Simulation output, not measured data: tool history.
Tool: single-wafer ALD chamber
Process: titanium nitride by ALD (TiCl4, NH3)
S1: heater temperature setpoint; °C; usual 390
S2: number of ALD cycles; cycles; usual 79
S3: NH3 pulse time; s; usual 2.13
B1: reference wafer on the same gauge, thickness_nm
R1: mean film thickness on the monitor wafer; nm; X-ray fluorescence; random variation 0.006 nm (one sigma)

Run 1, day 0.000: usual settings; B1 1.570. Result: R1 1.755 nm.
Run 2, day 1.071: usual settings; B1 1.569. Result: R1 1.750 nm.
Run 3, day 1.796: usual settings; B1 1.571. Result: R1 1.760 nm.
Run 4, day 2.642: usual settings; B1 1.569. Result: R1 1.745 nm.
Run 5, day 3.288: usual settings; B1 1.570. Result: R1 1.739 nm.
Run 6, day 4.308: usual settings but S1 379 °C; B1 1.571. Result: R1 1.743 nm.
Run 7, day 7.038: usual settings; B1 1.571. Result: R1 1.745 nm.
Run 8, day 8.325: usual settings; B1 1.570. Result: R1 1.751 nm.
Run 9, day 9.688: usual settings; B1 1.569. Result: R1 1.749 nm.
Run 10, day 11.167: usual settings but S2 74 cycles; B1 1.571. Result: R1 1.637 nm.
Run 11, day 12.392: usual settings but S2 74 cycles; B1 1.571. Result: R1 1.635 nm.
Run 12, day 13.633: usual settings but S2 74 cycles; B1 1.570. Result: R1 1.636 nm.
Run 13, day 14.188: usual settings but S2 85 cycles; B1 1.570. Result: R1 1.892 nm.
Run 14, day 15.042: usual settings; B1 1.570. Result: R1 1.755 nm.
At day 18.554: showerhead replaced.
Run 15, day 18.867: usual settings; B1 1.570. Result: R1 1.745 nm.
Run 16, day 19.662: usual settings; B1 1.570. Result: R1 1.752 nm.
Run 17, day 20.608: usual settings; B1 1.570. Result: R1 1.744 nm.
Run 18, day 21.304: usual settings; B1 1.570. Result: R1 1.750 nm.
Run 19, day 22.350: usual settings; B1 1.572. Result: R1 1.748 nm.
Run 20, day 23.688: usual settings but S2 84 cycles; B1 1.569. Result: R1 1.850 nm.
Run 21, day 24.512: usual settings but S1 382 °C, S2 75 cycles, S3 1.88 s; B1 1.570. Result: R1 1.636 nm.
Run 22, day 28.708: usual settings but S2 92 cycles, S3 2.71 s; B1 1.569. Result: R1 2.068 nm.
Run 23, day 30.067: usual settings; B1 1.569. Result: R1 1.736 nm.
Run 24, day 30.688: usual settings; B1 1.570. Result: R1 1.750 nm.
Run 25, day 33.675: usual settings but S1 402 °C, S2 70 cycles; B1 1.570. Result: R1 1.576 nm.
Run 26, day 35.108: usual settings; B1 1.570. Result: R1 1.758 nm.
At day 35.992: gauge calibrated.
Run 27, day 36.467: usual settings but S1 376 °C, S2 67 cycles; B1 1.570. Result: R1 1.466 nm.
Run 28, day 37.954: usual settings but S3 1.66 s; B1 1.569. Result: R1 1.715 nm.
At day 38.400: thermocouple changed; heater temperature recalibrated.
Run 29, day 39.333: usual settings; B1 1.570. Result: R1 1.753 nm.
Run 30, day 40.388: usual settings but S1 398 °C, S2 88 cycles, S3 2.55 s; B1 1.572. Result: R1 1.987 nm.
Run 31, day 41.496: usual settings; B1 1.570. Result: R1 1.750 nm.
Run 32, day 42.771: usual settings but S1 375 °C, S2 63 cycles, S3 2.66 s; B1 1.569. Result: R1 1.400 nm.
Run 33, day 43.912: usual settings but S2 66 cycles, S3 1.45 s; B1 1.570. Result: R1 1.399 nm.
Run 34, day 45.038: usual settings but S1 385 °C, S2 90 cycles, S3 1.57 s; B1 1.571. Result: R1 1.922 nm.
Run 35, day 45.750: usual settings; B1 1.569. Result: R1 1.755 nm.
Run 36, day 46.454: usual settings but S2 73 cycles; B1 1.570. Result: R1 1.629 nm.
Run 37, day 48.129: usual settings but S1 403 °C, S3 1.75 s; B1 1.570. Result: R1 1.748 nm.
Run 38, day 49.333: usual settings; B1 1.571. Result: R1 1.753 nm.
Run 39, day 50.421: usual settings but S1 379 °C, S2 63 cycles, S3 1.91 s; B1 1.570. Result: R1 1.373 nm.
Run 40, day 51.108: usual settings but S1 384 °C, S2 69 cycles, S3 1.83 s; B1 1.570. Result: R1 1.506 nm.
Run 41, day 51.621: usual settings but S1 383 °C, S2 72 cycles, S3 2.47 s; B1 1.570. Result: R1 1.610 nm.

What the log doesn't show, run by run:
wafer temperature above the value expected at the setpoint (K): 0 in every run
gauge reads high (%): 0 in every run
